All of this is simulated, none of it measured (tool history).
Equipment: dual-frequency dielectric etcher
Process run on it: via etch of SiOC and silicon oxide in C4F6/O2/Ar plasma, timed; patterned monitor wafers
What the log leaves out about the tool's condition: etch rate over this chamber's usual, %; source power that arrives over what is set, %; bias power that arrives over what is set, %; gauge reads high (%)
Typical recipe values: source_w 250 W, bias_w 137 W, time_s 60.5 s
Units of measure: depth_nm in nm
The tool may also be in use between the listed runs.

run   hour  source_w  bias_w  time_s  wafers since the last listed run  hours since the last wet clean  hours since the last source power generator calibration  hours since the last bias power generator calibration  hours since the last upper electrode change  hours since the gauge calibration  read-back reference wafer on the same gauge, depth_nm  depth_nm
  1      0       250     137    60.5                                 0                             305                                                   4615.1                                                   45.2                                       4478.5                               1057                                                   50.3      46.9
  2   35.7       250     137    60.5                               629                           340.7                                                   4650.8                                                   80.9                                       4514.2                             1092.7                                                   50.3      46.5
  3   48.2       250     137    60.5                               220                           353.2                                                   4663.3                                                   93.4                                       4526.7                             1105.2                                                   50.3      46.8
      69.3  -- source power generator calibrated
      98.4  -- wet clean of the chamber
  4   98.9       250     137    60.5                               400                             0.5                                                     29.6                                                  144.1                                       4577.4                             1155.9                                                   50.3      49.2
  5  103.7       250     137    60.5                                84                             5.3                                                     34.4                                                  148.9                                       4582.2                             1160.7                                                   50.3      49.2
  6  137.3       250     137    60.5                               592                            38.9                                                       68                                                  182.5                                       4615.8                             1194.3                                                   50.3        49
  7  164.6       250     137    60.5                               481                            66.2                                                     95.3                                                  209.8                                       4643.1                             1221.6                                                   50.3      48.6
     177.2  -- gauge calibrated
  8  187.7       250     137    60.5                               407                            89.3                                                    118.4                                                  232.9                                       4666.2                               10.5                                                   50.3      48.7
       233  -- upper electrode replaced
  9  233.5       250     148    70.5                               384                           135.1                                                    164.2                                                  278.7                                          0.5                               56.3                                                   50.3      57.6
 10  233.8       250     127    60.5                                 5                           135.4                                                    164.5                                                    279                                          0.8                               56.6                                                   50.3      47.9
 11  247.9       250     148    70.5                               248                           149.5                                                    178.6                                                  293.1                                         14.9                               70.7                                                   50.3      57.8
 12  263.8       250     137    60.5                               280                           165.4                                                    194.5                                                    309                                         30.8                               86.6                                                   50.3      48.6
     298.6  -- wet clean of the chamber, repeated, since the last time left the tool worse
 13  299.1       310     137    60.5                               199                             0.5                                                    229.8                                                  344.3                                         66.1                              121.9                                                   50.3      52.4
 14  300.9       230     137    60.5                                31                             2.3                                                    231.6                                                  346.1                                         67.9                              123.7                                                   50.3      45.5
 15  326.1       280     157    51.5                               444                            27.5                                                    256.8                                                  371.3                                         93.1                              148.9                                                   50.3      44.3
 16  338.8       250     137    60.5                               223                            40.2                                                    269.5                                                    384                                        105.8                              161.6                                                   50.3      47.6
 17  351.4       270     137    60.5                               222                            52.8                                                    282.1                                                  396.6                                        118.4                              174.2                                                   50.3      49.2
 18  449.5       250     137    60.5                              1729                           150.9                                                    380.2                                                  494.7                                        216.5                              272.3                                                   50.3      47.2
 19  473.8       250     137    60.5                               428                           175.2                                                    404.5                                                    519                                        240.8                              296.6                                                   50.3        47
 20  490.7       250     137    60.5                               297                           192.1                                                    421.4                                                  535.9                                        257.7                              313.5                                                   50.3      47.2
 21  518.6       200     104      47                               491                             220                                                    449.3                                                  563.8                                        285.6                              341.4                                                   50.2      30.8
 22  548.4       250     118    60.5                               525                           249.8                                                    479.1                                                  593.6                                        315.4                              371.2                                                   50.3      45.3
 23  561.8       200     104      47                               236                           263.2                                                    492.5                                                    607                                        328.8                              384.6                                                   50.3      30.9
 24  575.5       270     137    45.5                               241                           276.9                                                    506.2                                                  620.7                                        342.5                              398.3                                                   50.3      36.5
 25  595.3       250     169    60.5                               349                           296.7                                                      526                                                  640.5                                        362.3                              418.1                                                   50.3      49.2
     652.6  -- wet clean of the chamber
 26  653.1       250     137    60.5                               595                             0.5                                                    583.8                                                  698.3                                        420.1                              475.9                                                   50.3      47.5
 27  653.4       250     160    60.5                                 5                             0.8                                                    584.1                                                  698.6                                        420.4                              476.2                                                   50.3      49.2
 28    667       310     156      43                               239                            14.4                                                    597.7                                                  712.2                                          434                              489.8                                                   50.3      38.4
 29  701.4       230     148      68                               606                            48.8                                                    632.1                                                  746.6                                        468.4                              524.2                                                   50.3      51.9
 30  724.4       250     137    60.5                               405                            71.8                                                    655.1                                                  769.6                                        491.4                              547.2                                                   50.3      47.1
 31  750.3       310     156      43                               456                            97.7                                                      681                                                  795.5                                        517.3                              573.1                                                   50.3      38.1

Here are 3 independent what-if runs from the current tool condition. What would each one return?
  A  750.7       290     137    60.5                                 7                            98.1                                                    681.4                                                  795.9                                        517.7                              573.5                                                      ?         ?
  B  750.7       250     155    52.5                                 7                            98.1                                                    681.4                                                  795.9                                        517.7                              573.5                                                      ?         ?
  C  750.7       250     114      44                                 7                            98.1                                                    681.4                                                  795.9                                        517.7                              573.5                                                      ?         ?

run  read-back reference wafer on the same gauge, depth_nm  depth_nm
  A                                                   50.3      50.5
  B                                                   50.3      42.2
  C                                                   50.3      32.9
Stripped of hidden state, with their random variation kept, the same runs would have yielded:
run  depth_nm
  A      50.8
  B      42.4
  C      33.1
